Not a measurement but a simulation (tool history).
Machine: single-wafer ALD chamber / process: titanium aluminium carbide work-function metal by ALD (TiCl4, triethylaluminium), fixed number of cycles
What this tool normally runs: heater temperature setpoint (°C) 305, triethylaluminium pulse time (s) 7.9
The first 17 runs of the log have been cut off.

run     day  heater temperature setpoint (°C)  triethylaluminium pulse time (s)  read-back reference wafer on the same gauge, thickness_nm  mean film thickness on the monitor wafer (nm)
 18  18.925                               310                              4.79                                                       2.01                                          1.725
 19  19.912                               291                             10.16                                                       2.01                                          1.748
 20  20.767                               305                               7.9                                                       2.01                                          1.827
 21  22.071                               300                              9.21                                                      2.011                                          1.812
     23.017  -- thermocouple changed; heater temperature recalibrated
 22  23.121                               305                               7.9                                                      2.011                                          1.893
 23  24.475                               291                              9.18                                                      2.012                                          1.784
 24  25.258                               311                              5.51                                                      2.012                                          1.828
 25  26.525                               295                              5.01                                                      2.009                                          1.651
 26  27.417                               299                              9.38                                                       2.01                                          1.859
 27  28.721                               305                             10.37                                                       2.01                                          1.937
 28    29.6                               317                               7.1                                                       2.01                                          1.948
     29.967  -- triethylaluminium bottle replaced
 29  30.121                               301                              6.71                                                      2.011                                          1.779
 30  34.096                               305                               7.9                                                      2.008                                          1.868
 31  34.904                               305                             10.15                                                      2.011                                          1.918
 32  36.258                               298                             10.35                                                      2.011                                          1.864
 33  37.554                               305                              5.14                                                       2.01                                          1.736

Each row is a separate what-if for the run after 33, all from the same tool condition, not one after another. Results?
  A  37.571                               305                               7.9                                                          ?                                              ?
  B  37.571                               310                               7.9                                                          ?                                              ?
  C  37.571                               300                                 5                                                          ?                                              ?

run  read-back reference wafer on the same gauge, thickness_nm  mean film thickness on the monitor wafer (nm)
  A                                                       2.01                                          1.864
  B                                                       2.01                                           1.91
  C                                                       2.01                                          1.686
Without the tool's hidden state the same runs would have given:
run  mean film thickness on the monitor wafer (nm)
  A                                          1.898
  B                                          1.944
  C                                          1.717
